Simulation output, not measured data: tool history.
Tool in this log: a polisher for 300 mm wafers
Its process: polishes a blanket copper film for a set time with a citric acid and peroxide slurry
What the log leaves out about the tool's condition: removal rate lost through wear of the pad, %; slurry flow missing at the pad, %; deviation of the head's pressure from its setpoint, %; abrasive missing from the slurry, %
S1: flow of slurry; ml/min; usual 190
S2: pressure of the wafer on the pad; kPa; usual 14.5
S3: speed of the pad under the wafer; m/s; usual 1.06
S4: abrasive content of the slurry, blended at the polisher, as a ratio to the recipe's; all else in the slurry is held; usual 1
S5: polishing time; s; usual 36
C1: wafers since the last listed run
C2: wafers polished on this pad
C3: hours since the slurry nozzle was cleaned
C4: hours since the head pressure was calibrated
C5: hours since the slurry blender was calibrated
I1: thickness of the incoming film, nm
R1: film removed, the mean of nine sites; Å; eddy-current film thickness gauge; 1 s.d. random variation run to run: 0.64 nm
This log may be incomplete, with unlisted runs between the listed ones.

run,day,S1,S2,S3,S4,S5,C1,C2,C3,C4,C5,I1,R1
1,0,190,14.5,1.06,1,26,0,969,187.9,238.1,63.4,503.6,376
2,1.617,190,14.5,1.06,1,26,438,1407,226.7,276.9,102.2,507.7,373
3,2.738,190,14.5,1.06,1,36,303,1711,253.6,303.8,129.1,497.1,513
4,5.425,190,14.5,1.06,1,36,728,2439,318.1,368.3,193.6,497.6,517
# day 5.546: head pressure recalibrated
5,6.692,190,14.5,1.06,1,36,320,2760,348.5,27.5,224,497.7,523
# day 6.867: worn pad replaced by a new one
6,8.121,190,14.5,1.06,1,36,342,340,382.8,61.8,258.3,497.8,521
# day 10.746: slurry blender recalibrated
# day 12.421: slurry nozzle cleaned
7,15.479,190,14.5,1.06,1,36,1960,2300,73.4,238.4,113.6,504.1,487
8,17.171,150,14.5,1.16,1,36,458,2759,114,279,154.2,491.2,477
9,19.367,150,14.5,1.16,1,36,595,3354,166.7,331.7,206.9,493.1,460
# day 20.446: worn pad replaced by a new one
10,20.958,150,14.5,1.16,1,36,386,139,204.9,369.9,245.1,497,454
11,22.162,190,14.5,1.06,1,36,326,465,233.8,398.8,274,501.8,446
# day 23.083: slurry nozzle cleaned, repeated, since the last time left the tool worse
# day 23.512: slurry blender recalibrated
# day 23.529: head pressure recalibrated
12,24.433,190,14.5,1.06,1,36,577,1043,32.4,21.7,22.1,500.3,542
13,25.512,190,14.5,1.06,1,41,292,1335,58.3,47.6,48,495.4,599
14,26.958,240,14.5,1.06,1.05,36,391,1727,93,82.3,82.7,504.9,551
15,29.296,210,14.5,1.06,1,36,633,2361,149.1,138.4,138.8,500.9,531
16,31.475,190,14.5,1.2,1,36,590,2951,201.4,190.7,191.1,495.8,598
# day 33.179: worn pad replaced by a new one
17,35.996,190,14.5,1.06,1,32,1180,763,309.9,299.2,299.6,500.9,463
# day 36.079: slurry blender recalibrated
# day 37.029: head pressure recalibrated
18,37.242,190,14.5,1.06,0.9,44,292,1056,339.8,5.1,27.9,498.5,633
19,38.325,140,14.5,0.84,0.85,36,293,1349,365.8,31.1,53.9,500.8,384
20,39.858,190,14.5,1.06,1,36,415,1765,402.6,67.9,90.7,490.5,519
21,42.854,190,14.5,1.06,1,36,811,2577,474.5,139.8,162.6,496.2,515
# day 44.392: worn pad replaced by a new one
22,45.667,245,15.9,0.84,1.2,36,717,345,542,207.3,230.1,506.4,481
# day 45.804: slurry nozzle cleaned
# day 47.396: slurry blender recalibrated
23,50.625,190,14.5,1.06,1,36,1309,1655,115.7,326.3,77.5,498,523
24,51.917,155,13.1,1.32,0.9,36,350,2005,146.7,357.3,108.5,499.2,552
# day 52.267: head pressure recalibrated
25,54.8,190,12.4,1.06,1,36,758,2764,215.9,60.8,177.7,502.5,458
26,56.838,190,14.5,1.06,1,36,552,3316,264.8,109.7,226.6,492.1,525
# day 58: worn pad replaced by a new one
27,58.354,190,14.5,1.06,1,36,365,96,301.2,146.1,263,506.1,531
# day 58.938: slurry blender recalibrated
28,60.312,190,14.5,1.06,1,36,508,604,348.2,193.1,33,509,521

List, for all runs, the conditions of the tool that the log does not record:
removal rate lost through wear of the pad, %: 0 at every run
deviation of the head's pressure from its setpoint, %: 0 at every run
abrasive missing from the slurry, %: 0 at every run
H1: slurry flow missing at the pad, %
run,H1
1,15.8
2,17.2
3,18
4,19.5
5,20
6,20.5
7,43.1
8,46
9,48.8
10,50.4
11,51.4
12,4.5
13,6.93
14,9.65
15,13
16,15.3
17,18.4
18,18.9
19,19.3
20,19.8
21,20.5
22,20.9
23,11.7
24,13.4
25,16.4
26,17.8
27,18.7
28,19.6
